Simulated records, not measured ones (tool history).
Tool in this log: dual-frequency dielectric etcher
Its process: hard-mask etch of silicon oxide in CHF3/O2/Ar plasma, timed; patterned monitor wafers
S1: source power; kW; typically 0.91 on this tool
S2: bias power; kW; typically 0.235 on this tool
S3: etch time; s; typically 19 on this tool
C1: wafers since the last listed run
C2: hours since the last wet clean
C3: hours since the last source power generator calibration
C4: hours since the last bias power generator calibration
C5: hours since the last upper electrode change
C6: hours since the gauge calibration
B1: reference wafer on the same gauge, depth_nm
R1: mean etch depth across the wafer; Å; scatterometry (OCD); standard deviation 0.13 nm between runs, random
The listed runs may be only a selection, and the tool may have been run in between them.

run    hour    S1     S2    S3    C1     C2      C3      C4      C5      C6     B1     R1
  1       0  0.91  0.235    19     0  222.8  2608.7  1103.7  2272.4   676.4  55.91  523.8
  2      85  0.91  0.235    19   971  307.8  2693.7  1188.7  2357.4   761.4  55.88  528.3
  3   176.8  0.91  0.235    19  1048  399.6  2785.5  1280.5  2449.2   853.2   55.9  525.8
      220.2  -- wet clean of the chamber
  4   232.1  0.91  0.235    19   357   11.9  2840.8  1335.8  2504.5   908.5  55.89  519.2
  5   281.9  0.91  0.235    19   568   61.7  2890.6  1385.6  2554.3   958.3  55.91  520.3
  6   387.9  0.91  0.235    19  1211  167.7  2996.6  1491.6  2660.3  1064.3  55.91  521.6
  7   453.5  0.91  0.235    19   749  233.3  3062.2  1557.2  2725.9  1129.9  55.92  526.1
  8   554.4  0.91  0.235    20  1152  334.2  3163.1  1658.1  2826.8  1230.8  55.92  554.2
      630.9  -- wet clean of the chamber
  9   631.4  0.91  0.235    20   605    0.5  3240.1  1735.1  2903.8  1307.8  55.92  550.4
 10   727.8  0.91  0.235    19  1101   96.9  3336.5  1831.5  3000.2  1404.2  55.91  523.7
      770.4  -- gauge calibrated
      797.2  -- source power generator calibrated
 11     810  0.91  0.235    19   893  179.1    12.8  1913.7  3082.4    39.6  55.91  525.3
 12   871.2  1.13  0.293  14.5   699  240.3      74  1974.9  3143.6   100.8  55.92  455.1
     1019.7  -- wet clean of the chamber
 13  1093.3  0.91  0.235    19  2263   73.6   296.1    2197  3365.7   322.9   55.9    525
 14  1155.1  0.91  0.235    19   706  135.4   357.9  2258.8  3427.5   384.7  55.88  524.9
 15  1399.5  0.91  0.235    16  2792  379.8   602.3  2503.2  3671.9   629.1  55.88  449.2
     1487.2  -- wet clean of the chamber
     1499.2  -- upper electrode replaced
 16  1499.7  0.91  0.179    19   733   12.5   702.5  2603.4     0.5   729.3  55.91  479.8
 17  1563.9  1.12  0.184  13.5   733   76.7   766.7  2667.6    64.7   793.5  55.94    363
     1582.7  -- bias power generator calibrated
 18  1639.5  0.78  0.235  23.5   818  152.3   842.3    56.8   140.3   869.1  55.91  619.5
 19  1718.8  0.98  0.235  23.5   905  231.6   921.6   136.1   219.6   948.4  55.91  656.6
 20  1808.7  0.99  0.181    14  1027  321.5  1011.5     226   309.5  1038.3   55.9  361.6
 21  1884.9   0.8   0.18    15   870  397.7  1087.7   302.2   385.7  1114.5  55.91  368.7
     1949.3  -- wet clean of the chamber
 22  1949.8  1.11  0.235  21.5   467    0.5  1152.6   367.1   450.6  1179.4   55.9  617.8
 23  2045.4  1.03  0.258    19  1092   96.1  1248.2   462.7   546.2    1275  55.91  552.6

Entry by entry between the runs, the difference in hidden state between the last listed run before and the first listed run after:
From run 3 to run 4: wet clean of the chamber (hour 220.2)
  etch rate over this chamber's usual, %: 1.51 -> -0.113; bias power that arrives over what is set, %: 2.19 -> 2.3
  measured less the result without the state, R1: +11.4 -> +3.2 Å
From run 8 to run 9: wet clean of the chamber (hour 630.9)
  etch rate over this chamber's usual, %: 1.11 -> -0.0598; bias power that arrives over what is set, %: 2.94 -> 3.09
  measured less the result without the state, R1: +11.1 -> +5 Å
From run 10 to run 11: gauge calibrated (hour 770.4); source power generator calibrated (hour 797.2)
  etch rate over this chamber's usual, %: 0.306 -> 0.618; bias power that arrives over what is set, %: 3.28 -> 3.44
  measured less the result without the state, R1: +6.9 -> +8.8 Å
From run 12 to run 13: wet clean of the chamber (hour 1019.7)
  etch rate over this chamber's usual, %: 0.85 -> 0.35; bias power that arrives over what is set, %: 3.56 -> 4
  measured less the result without the state, R1: +9 -> +8.4 Å
From run 15 to run 16: wet clean of the chamber (hour 1487.2); upper electrode replaced (hour 1499.2)
  etch rate over this chamber's usual, %: 1.51 -> -0.206; bias power that arrives over what is set, %: 4.6 -> 4.8
  measured less the result without the state, R1: +13 -> +5.8 Å
From run 17 to run 18: bias power generator calibrated (hour 1582.7)
  etch rate over this chamber's usual, %: 0.0372 -> 0.324; bias power that arrives over what is set, %: 4.92 -> 0.429
  measured less the result without the state, R1: +5.4 -> +2.9 Å
From run 21 to run 22: wet clean of the chamber (hour 1949.3)
  etch rate over this chamber's usual, %: 1.26 -> 0.393; bias power that arrives over what is set, %: 0.913 -> 1.04
  measured less the result without the state, R1: +5.6 -> +4.4 Å
